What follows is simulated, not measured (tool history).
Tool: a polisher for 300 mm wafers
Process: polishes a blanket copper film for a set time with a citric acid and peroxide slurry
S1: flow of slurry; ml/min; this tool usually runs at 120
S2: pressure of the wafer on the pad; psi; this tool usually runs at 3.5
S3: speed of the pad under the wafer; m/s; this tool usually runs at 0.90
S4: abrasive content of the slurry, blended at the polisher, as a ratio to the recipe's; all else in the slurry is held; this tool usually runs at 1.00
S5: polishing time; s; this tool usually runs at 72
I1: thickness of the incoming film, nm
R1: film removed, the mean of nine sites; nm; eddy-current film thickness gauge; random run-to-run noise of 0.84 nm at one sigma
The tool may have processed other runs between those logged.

Run 1, hour 0.0: usual settings; I1 1220.9. Result: R1 128.5 nm.
At hour 18.9: slurry nozzle cleaned.
Run 2, hour 69.0: usual settings; I1 1212.6. Result: R1 134.5 nm.
Run 3, hour 106.5: usual settings; I1 1224.4. Result: R1 132.7 nm.
At hour 156.0: worn pad replaced by a new one.
Run 4, hour 197.9: usual settings but S5 64 s; I1 1208.3. Result: R1 115.2 nm.
At hour 219.5: slurry blender recalibrated.
Run 5, hour 274.3: usual settings; I1 1226.7. Result: R1 134.9 nm.
Run 6, hour 360.5: usual settings; I1 1218.5. Result: R1 130.4 nm.
At hour 365.2: slurry nozzle cleaned.
Run 7, hour 443.7: usual settings; I1 1227.9. Result: R1 135.1 nm.
At hour 468.3: worn pad replaced by a new one.
Run 8, hour 511.5: usual settings; I1 1212.9. Result: R1 132.0 nm.
Run 9, hour 618.8: usual settings but S1 145 ml/min, S2 4.2 psi; I1 1229.0. Result: R1 156.8 nm.
At hour 684.7: slurry blender recalibrated.
Run 10, hour 689.2: usual settings but S5 56 s; I1 1191.1. Result: R1 102.8 nm.
Run 11, hour 747.4: usual settings but S5 56 s; I1 1193.3. Result: R1 100.2 nm.
At hour 762.4: slurry nozzle cleaned.
At hour 809.3: worn pad replaced by a new one.
Run 12, hour 809.8: usual settings but S5 56 s; I1 1223.4. Result: R1 105.6 nm.
Run 13, hour 1070.6: usual settings but S1 100 ml/min, S3 1.12 m/s, S4 1.10, S5 56 s; I1 1224.6. Result: R1 120.2 nm.
At hour 1092.0: head pressure recalibrated.
At hour 1112.4: slurry nozzle cleaned.
Run 14, hour 1148.3: usual settings; I1 1225.1. Result: R1 129.2 nm.
At hour 1168.2: worn pad replaced by a new one.
At hour 1181.1: slurry blender recalibrated.
Run 15, hour 1198.9: usual settings but S1 85 ml/min, S2 4.3 psi; I1 1202.6. Result: R1 160.7 nm.
Run 16, hour 1266.4: usual settings but S1 135 ml/min, S4 0.70; I1 1220.0. Result: R1 129.7 nm.
Run 17, hour 1362.9: usual settings but S1 135 ml/min, S3 0.80 m/s; I1 1210.3. Result: R1 118.5 nm.
Run 18, hour 1400.7: usual settings but S1 100 ml/min, S3 1.18 m/s; I1 1208.6. Result: R1 164.2 nm.
Run 19, hour 1458.3: usual settings but S5 62 s; I1 1211.0. Result: R1 109.1 nm.
At hour 1476.7: worn pad replaced by a new one.
At hour 1495.2: slurry nozzle cleaned.
Run 20, hour 1497.1: usual settings; I1 1203.8. Result: R1 132.0 nm.
Run 21, hour 1559.8: usual settings; I1 1220.2. Result: R1 130.4 nm.
At hour 1628.3: slurry blender recalibrated.
Run 22, hour 1655.1: usual settings but S1 90 ml/min, S4 1.15; I1 1209.3. Result: R1 135.9 nm.
Run 23, hour 1702.2: usual settings but S2 2.6 psi, S4 1.20; I1 1212.4. Result: R1 103.6 nm.
Run 24, hour 1766.1: usual settings; I1 1203.3. Result: R1 131.8 nm.
Run 25, hour 1814.0: usual settings but S2 2.4 psi; I1 1219.0. Result: R1 89.5 nm.

Consider 3 possible next runs. They are alternatives, not a sequence: every one starts from the tool as it was left by run 25. What does each give?
Run A, hour 1814.4: usual settings; I1 1220.6. Result: R1 ?.
Run B, hour 1814.4: usual settings but S2 3.0 psi; I1 1220.6. Result: R1 ?.
Run C, hour 1814.4: usual settings but S3 1.18 m/s, S4 0.85, S5 54 s; I1 1220.6. Result: R1 ?.

run     R1
  A  129.7
  B  111.6
  C  123.9
What these runs would have given with no unlogged condition in the tool:
run     R1
  A  139.1
  B  119.7
  C  132.8
